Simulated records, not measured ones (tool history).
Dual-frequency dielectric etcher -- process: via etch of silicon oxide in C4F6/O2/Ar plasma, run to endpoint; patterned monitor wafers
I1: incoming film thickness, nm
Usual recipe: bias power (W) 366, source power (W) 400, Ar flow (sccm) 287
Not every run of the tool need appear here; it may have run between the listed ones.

run 1 hour=0.0 | bias_power_(W)=338 source_power_(W)=350 Ar_flow_(sccm)=287 | I1=62.0 | endpoint_time_(s)=15.2
run 2 hour=6.3 | bias_power_(W)=338 source_power_(W)=350 Ar_flow_(sccm)=287 | I1=61.5 | endpoint_time_(s)=15.0
run 3 hour=16.5 | bias_power_(W)=366 source_power_(W)=400 Ar_flow_(sccm)=287 | I1=61.7 | endpoint_time_(s)=13.9
run 4 hour=33.8 | bias_power_(W)=366 source_power_(W)=450 Ar_flow_(sccm)=251 | I1=61.9 | endpoint_time_(s)=13.1
run 5 hour=49.2 | bias_power_(W)=366 source_power_(W)=450 Ar_flow_(sccm)=251 | I1=62.9 | endpoint_time_(s)=13.3
run 6 hour=58.1 | bias_power_(W)=366 source_power_(W)=450 Ar_flow_(sccm)=251 | I1=61.8 | endpoint_time_(s)=13.0
run 7 hour=65.7 | bias_power_(W)=366 source_power_(W)=400 Ar_flow_(sccm)=287 | I1=60.9 | endpoint_time_(s)=13.7
run 8 hour=79.6 | bias_power_(W)=366 source_power_(W)=400 Ar_flow_(sccm)=287 | I1=61.3 | endpoint_time_(s)=13.7
run 9 hour=89.9 | bias_power_(W)=366 source_power_(W)=400 Ar_flow_(sccm)=287 | I1=62.1 | endpoint_time_(s)=13.9
-- hour=104.3 Ar flow controller replaced
-- hour=117.6 upper electrode replaced
-- hour=140.7 wet clean of the chamber
run 10 hour=141.2 | bias_power_(W)=366 source_power_(W)=340 Ar_flow_(sccm)=287 | I1=61.7 | endpoint_time_(s)=15.4
run 11 hour=141.5 | bias_power_(W)=366 source_power_(W)=340 Ar_flow_(sccm)=287 | I1=61.9 | endpoint_time_(s)=15.4
run 12 hour=141.9 | bias_power_(W)=332 source_power_(W)=400 Ar_flow_(sccm)=287 | I1=61.5 | endpoint_time_(s)=15.2
run 13 hour=147.7 | bias_power_(W)=313 source_power_(W)=400 Ar_flow_(sccm)=326 | I1=61.3 | endpoint_time_(s)=16.1
-- hour=161.2 bias power generator calibrated
run 14 hour=165.4 | bias_power_(W)=366 source_power_(W)=400 Ar_flow_(sccm)=287 | I1=61.4 | endpoint_time_(s)=14.4
-- hour=172.3 source power generator calibrated
run 15 hour=181.0 | bias_power_(W)=366 source_power_(W)=400 Ar_flow_(sccm)=238 | I1=61.1 | endpoint_time_(s)=13.9
run 16 hour=189.2 | bias_power_(W)=337 source_power_(W)=490 Ar_flow_(sccm)=357 | I1=61.6 | endpoint_time_(s)=14.7
run 17 hour=203.8 | bias_power_(W)=366 source_power_(W)=400 Ar_flow_(sccm)=287 | I1=61.5 | endpoint_time_(s)=14.6
run 18 hour=218.0 | bias_power_(W)=366 source_power_(W)=400 Ar_flow_(sccm)=287 | I1=61.1 | endpoint_time_(s)=14.3
run 19 hour=227.9 | bias_power_(W)=424 source_power_(W)=400 Ar_flow_(sccm)=310 | I1=62.0 | endpoint_time_(s)=13.6
run 20 hour=236.2 | bias_power_(W)=366 source_power_(W)=400 Ar_flow_(sccm)=320 | I1=61.0 | endpoint_time_(s)=14.6
run 21 hour=248.8 | bias_power_(W)=403 source_power_(W)=480 Ar_flow_(sccm)=287 | I1=62.2 | endpoint_time_(s)=13.2
run 22 hour=255.8 | bias_power_(W)=366 source_power_(W)=400 Ar_flow_(sccm)=287 | I1=61.8 | endpoint_time_(s)=14.5
run 23 hour=273.1 | bias_power_(W)=313 source_power_(W)=330 Ar_flow_(sccm)=287 | I1=61.7 | endpoint_time_(s)=16.5

Forecast each of these 3 alternatives for the next run:
run A hour=273.5 | bias_power_(W)=366 source_power_(W)=400 Ar_flow_(sccm)=287 | I1=61.6 | endpoint_time_(s)=?
run B hour=273.5 | bias_power_(W)=366 source_power_(W)=360 Ar_flow_(sccm)=287 | I1=61.6 | endpoint_time_(s)=?
run C hour=273.5 | bias_power_(W)=415 source_power_(W)=400 Ar_flow_(sccm)=287 | I1=61.6 | endpoint_time_(s)=?

run=A endpoint_time_(s)=14.5
run=B endpoint_time_(s)=14.9
run=C endpoint_time_(s)=13.6
With the hidden condition removed and each run's random variation left untouched, the same runs would have given:
run=A endpoint_time_(s)=14.7
run=B endpoint_time_(s)=15.2
run=C endpoint_time_(s)=13.8

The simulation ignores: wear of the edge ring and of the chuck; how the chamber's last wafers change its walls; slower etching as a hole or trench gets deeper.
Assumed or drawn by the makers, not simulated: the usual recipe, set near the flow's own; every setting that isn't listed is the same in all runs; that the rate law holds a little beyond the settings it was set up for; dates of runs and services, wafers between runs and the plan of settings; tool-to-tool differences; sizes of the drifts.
